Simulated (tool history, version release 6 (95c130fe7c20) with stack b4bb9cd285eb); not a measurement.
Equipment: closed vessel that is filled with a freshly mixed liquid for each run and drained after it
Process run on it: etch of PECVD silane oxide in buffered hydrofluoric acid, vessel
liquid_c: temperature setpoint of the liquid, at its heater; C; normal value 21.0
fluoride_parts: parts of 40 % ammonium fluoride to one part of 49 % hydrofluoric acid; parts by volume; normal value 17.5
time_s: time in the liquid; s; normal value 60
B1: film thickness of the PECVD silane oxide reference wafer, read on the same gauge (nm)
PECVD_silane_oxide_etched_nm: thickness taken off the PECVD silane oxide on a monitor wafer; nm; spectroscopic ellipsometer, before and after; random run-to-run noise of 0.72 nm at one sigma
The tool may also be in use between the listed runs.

Run 1, hour 0.0: usual settings but fluoride_parts 20.0 parts by volume; B1 99.99. Result: PECVD_silane_oxide_etched_nm 123.40 nm.
Run 2, hour 54.4: usual settings but fluoride_parts 20.0 parts by volume; B1 99.98. Result: PECVD_silane_oxide_etched_nm 124.46 nm.
Run 3, hour 110.3: usual settings; B1 100.01. Result: PECVD_silane_oxide_etched_nm 142.67 nm.
Run 4, hour 148.0: usual settings; B1 99.99. Result: PECVD_silane_oxide_etched_nm 143.89 nm.
Run 5, hour 211.9: usual settings; B1 100.00. Result: PECVD_silane_oxide_etched_nm 143.49 nm.
Run 6, hour 267.0: usual settings; B1 100.01. Result: PECVD_silane_oxide_etched_nm 146.33 nm.
Run 7, hour 320.0: usual settings but liquid_c 24.5 C; B1 99.98. Result: PECVD_silane_oxide_etched_nm 176.91 nm.
Run 8, hour 386.8: usual settings but liquid_c 24.5 C; B1 100.02. Result: PECVD_silane_oxide_etched_nm 177.51 nm.
Run 9, hour 441.8: usual settings but liquid_c 24.5 C; B1 100.02. Result: PECVD_silane_oxide_etched_nm 178.81 nm.
Run 10, hour 486.8: usual settings but liquid_c 23.5 C, fluoride_parts 22.0 parts by volume; B1 99.99. Result: PECVD_silane_oxide_etched_nm 134.96 nm.
Run 11, hour 536.4: usual settings but liquid_c 23.5 C, fluoride_parts 22.0 parts by volume; B1 99.98. Result: PECVD_silane_oxide_etched_nm 136.01 nm.
Run 12, hour 594.3: usual settings but liquid_c 17.0 C; B1 99.97. Result: PECVD_silane_oxide_etched_nm 119.14 nm.
Run 13, hour 625.9: usual settings; B1 100.00. Result: PECVD_silane_oxide_etched_nm 150.22 nm.
At hour 645.9: thermometer replaced.
At hour 648.8: gauge calibrated.
Run 14, hour 653.6: usual settings; B1 100.01. Result: PECVD_silane_oxide_etched_nm 137.39 nm.
Run 15, hour 684.8: usual settings but fluoride_parts 12.5 parts by volume; B1 99.99. Result: PECVD_silane_oxide_etched_nm 190.28 nm.
Run 16, hour 767.4: usual settings but liquid_c 17.0 C, fluoride_parts 15.5 parts by volume, time_s 70 s; B1 100.01. Result: PECVD_silane_oxide_etched_nm 145.66 nm.
At hour 801.4: hydrofluoric acid flow meter replaced.
Run 17, hour 806.7: usual settings but liquid_c 17.0 C, fluoride_parts 21.0 parts by volume, time_s 45 s; B1 100.00. Result: PECVD_silane_oxide_etched_nm 62.50 nm.
Run 18, hour 845.4: usual settings but liquid_c 19.0 C, fluoride_parts 22.0 parts by volume, time_s 40 s; B1 99.99. Result: PECVD_silane_oxide_etched_nm 61.90 nm.
Run 19, hour 896.9: usual settings; B1 100.01. Result: PECVD_silane_oxide_etched_nm 126.77 nm.
Run 20, hour 930.3: usual settings but liquid_c 22.5 C, fluoride_parts 21.0 parts by volume, time_s 50 s; B1 100.02. Result: PECVD_silane_oxide_etched_nm 96.93 nm.

Forecast run 21:
Run 21, hour 971.2: usual settings; B1 ?. Result: PECVD_silane_oxide_etched_nm ?.

{"run 21": {"B1": 100.01, "PECVD_silane_oxide_etched_nm": 127.34}}
Were there no unlogged condition in the tool, this run, its random variation unchanged, would have produced PECVD_silane_oxide_etched_nm 121.93 nm.

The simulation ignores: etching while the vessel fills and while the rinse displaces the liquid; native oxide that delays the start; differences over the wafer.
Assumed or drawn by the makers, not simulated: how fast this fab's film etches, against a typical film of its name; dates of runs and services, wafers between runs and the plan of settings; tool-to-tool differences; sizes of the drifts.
